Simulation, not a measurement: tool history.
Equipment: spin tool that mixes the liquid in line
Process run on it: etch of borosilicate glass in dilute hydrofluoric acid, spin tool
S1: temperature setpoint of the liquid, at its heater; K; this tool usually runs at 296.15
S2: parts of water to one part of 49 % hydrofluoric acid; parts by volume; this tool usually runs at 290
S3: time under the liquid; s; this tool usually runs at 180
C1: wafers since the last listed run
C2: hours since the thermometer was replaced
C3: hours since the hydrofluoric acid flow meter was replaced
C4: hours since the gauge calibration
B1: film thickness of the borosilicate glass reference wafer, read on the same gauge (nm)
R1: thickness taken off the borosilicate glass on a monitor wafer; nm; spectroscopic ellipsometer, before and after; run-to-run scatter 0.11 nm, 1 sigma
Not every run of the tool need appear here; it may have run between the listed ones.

{"run": 1, "day": 0.0, "S1": 296.15, "S2": 290, "S3": 180, "C1": 0, "C2": 1713.1, "C3": 119.5, "C4": 277.6, "B1": 120.03, "R1": 17.29}
{"run": 2, "day": 0.7, "S1": 296.15, "S2": 210, "S3": 180, "C1": 165, "C2": 1729.9, "C3": 136.3, "C4": 294.4, "B1": 119.97, "R1": 25.56}
{"run": 3, "day": 1.167, "S1": 296.15, "S2": 210, "S3": 180, "C1": 110, "C2": 1741.1, "C3": 147.5, "C4": 305.6, "B1": 119.98, "R1": 25.57}
{"run": 4, "day": 1.792, "S1": 296.15, "S2": 290, "S3": 180, "C1": 147, "C2": 1756.1, "C3": 162.5, "C4": 320.6, "B1": 120.02, "R1": 17.22}
{"run": 5, "day": 2.467, "S1": 296.15, "S2": 290, "S3": 180, "C1": 159, "C2": 1772.3, "C3": 178.7, "C4": 336.8, "B1": 119.99, "R1": 17.0}
{"run": 6, "day": 2.871, "S1": 296.15, "S2": 290, "S3": 180, "C1": 95, "C2": 1782.0, "C3": 188.4, "C4": 346.5, "B1": 120.0, "R1": 17.21}
{"run": 7, "day": 3.608, "S1": 296.15, "S2": 325, "S3": 210, "C1": 174, "C2": 1799.7, "C3": 206.1, "C4": 364.2, "B1": 119.98, "R1": 17.01}
{"run": 8, "day": 4.004, "S1": 296.15, "S2": 290, "S3": 180, "C1": 93, "C2": 1809.2, "C3": 215.6, "C4": 373.7, "B1": 119.98, "R1": 16.86}
{"run": 9, "day": 4.354, "S1": 296.15, "S2": 290, "S3": 180, "C1": 82, "C2": 1817.6, "C3": 224.0, "C4": 382.1, "B1": 120.02, "R1": 17.13}
{"run": 10, "day": 5.046, "S1": 296.15, "S2": 290, "S3": 180, "C1": 163, "C2": 1834.2, "C3": 240.6, "C4": 398.7, "B1": 120.02, "R1": 16.87}
{"run": 11, "day": 5.304, "S1": 296.15, "S2": 235, "S3": 180, "C1": 61, "C2": 1840.4, "C3": 246.8, "C4": 404.9, "B1": 120.0, "R1": 21.89}
{"run": 12, "day": 5.862, "S1": 296.15, "S2": 235, "S3": 180, "C1": 132, "C2": 1853.8, "C3": 260.2, "C4": 418.3, "B1": 119.99, "R1": 21.96}
{"day": 6.083, "done": "gauge calibrated"}
{"run": 13, "day": 6.458, "S1": 296.15, "S2": 290, "S3": 235, "C1": 141, "C2": 1868.1, "C3": 274.5, "C4": 9.0, "B1": 120.02, "R1": 21.9}
{"run": 14, "day": 6.912, "S1": 296.15, "S2": 205, "S3": 180, "C1": 107, "C2": 1879.0, "C3": 285.4, "C4": 19.9, "B1": 120.0, "R1": 25.6}
{"run": 15, "day": 7.433, "S1": 296.15, "S2": 175, "S3": 180, "C1": 123, "C2": 1891.5, "C3": 297.9, "C4": 32.4, "B1": 119.98, "R1": 30.89}
{"run": 16, "day": 7.962, "S1": 296.15, "S2": 290, "S3": 180, "C1": 125, "C2": 1904.2, "C3": 310.6, "C4": 45.1, "B1": 120.03, "R1": 16.59}
{"run": 17, "day": 8.25, "S1": 296.15, "S2": 290, "S3": 180, "C1": 68, "C2": 1911.1, "C3": 317.5, "C4": 52.0, "B1": 120.01, "R1": 16.77}
{"run": 18, "day": 8.967, "S1": 291.15, "S2": 350, "S3": 230, "C1": 169, "C2": 1928.3, "C3": 334.7, "C4": 69.2, "B1": 120.0, "R1": 14.02}
{"run": 19, "day": 9.579, "S1": 291.65, "S2": 290, "S3": 180, "C1": 144, "C2": 1943.0, "C3": 349.4, "C4": 83.9, "B1": 120.0, "R1": 14.08}
{"day": 10.258, "done": "thermometer replaced"}
{"run": 20, "day": 10.279, "S1": 296.15, "S2": 190, "S3": 270, "C1": 155, "C2": 0.5, "C3": 366.2, "C4": 100.7, "B1": 120.01, "R1": 45.24}
{"run": 21, "day": 10.5, "S1": 293.65, "S2": 215, "S3": 90, "C1": 52, "C2": 5.8, "C3": 371.5, "C4": 106.0, "B1": 120.0, "R1": 11.97}
{"run": 22, "day": 11.2, "S1": 293.15, "S2": 415, "S3": 90, "C1": 165, "C2": 22.6, "C3": 388.3, "C4": 122.8, "B1": 120.01, "R1": 5.0}
{"run": 23, "day": 11.917, "S1": 296.15, "S2": 290, "S3": 180, "C1": 169, "C2": 39.8, "C3": 405.5, "C4": 140.0, "B1": 120.0, "R1": 17.82}
{"run": 24, "day": 12.538, "S1": 296.15, "S2": 290, "S3": 180, "C1": 146, "C2": 54.7, "C3": 420.4, "C4": 154.9, "B1": 120.0, "R1": 17.71}
{"day": 12.725, "done": "hydrofluoric acid flow meter replaced"}
{"run": 25, "day": 13.212, "S1": 296.15, "S2": 290, "S3": 180, "C1": 149, "C2": 70.9, "C3": 11.7, "C4": 171.1, "B1": 120.02, "R1": 18.44}
{"run": 26, "day": 13.933, "S1": 301.15, "S2": 420, "S3": 235, "C1": 170, "C2": 88.2, "C3": 29.0, "C4": 188.4, "B1": 120.01, "R1": 17.48}
{"run": 27, "day": 14.567, "S1": 297.65, "S2": 290, "S3": 180, "C1": 149, "C2": 103.4, "C3": 44.2, "C4": 203.6, "B1": 119.99, "R1": 19.38}
{"run": 28, "day": 15.108, "S1": 296.15, "S2": 175, "S3": 275, "C1": 128, "C2": 116.4, "C3": 57.2, "C4": 216.6, "B1": 120.0, "R1": 52.2}
{"run": 29, "day": 15.725, "S1": 300.65, "S2": 340, "S3": 180, "C1": 145, "C2": 131.2, "C3": 72.0, "C4": 231.4, "B1": 120.01, "R1": 17.59}
{"run": 30, "day": 16.183, "S1": 294.15, "S2": 290, "S3": 180, "C1": 108, "C2": 142.2, "C3": 83.0, "C4": 242.4, "B1": 119.98, "R1": 16.93}
{"run": 31, "day": 16.842, "S1": 291.65, "S2": 155, "S3": 180, "C1": 155, "C2": 158.0, "C3": 98.8, "C4": 258.2, "B1": 119.99, "R1": 32.7}
{"run": 32, "day": 18.904, "S1": 296.15, "S2": 290, "S3": 180, "C1": 488, "C2": 207.5, "C3": 148.3, "C4": 307.7, "B1": 120.02, "R1": 18.02}
{"run": 33, "day": 19.321, "S1": 299.15, "S2": 405, "S3": 80, "C1": 98, "C2": 217.5, "C3": 158.3, "C4": 317.7, "B1": 119.99, "R1": 5.68}
{"run": 34, "day": 19.996, "S1": 296.15, "S2": 290, "S3": 240, "C1": 159, "C2": 233.7, "C3": 174.5, "C4": 333.9, "B1": 120.01, "R1": 24.28}

3 options for the next run, each taken on its own from the tool as it stands now. Forecast them:
{"run": "A", "day": 20.017, "S1": 296.15, "S2": 290, "S3": 180, "C1": 4, "C2": 234.2, "C3": 175.0, "C4": 334.4, "B1": "?", "R1": "?"}
{"run": "B", "day": 20.017, "S1": 299.15, "S2": 325, "S3": 245, "C1": 4, "C2": 234.2, "C3": 175.0, "C4": 334.4, "B1": "?", "R1": "?"}
{"run": "C", "day": 20.017, "S1": 293.15, "S2": 240, "S3": 220, "C1": 4, "C2": 234.2, "C3": 175.0, "C4": 334.4, "B1": "?", "R1": "?"}

run=A B1=119.99 R1=17.92
run=B B1=119.99 R1=23.34
run=C B1=119.99 R1=24.86
Stripped of hidden state, with their random variation kept, the same runs would have yielded:
run=A R1=19.02
run=B R1=24.75
run=C R1=26.41
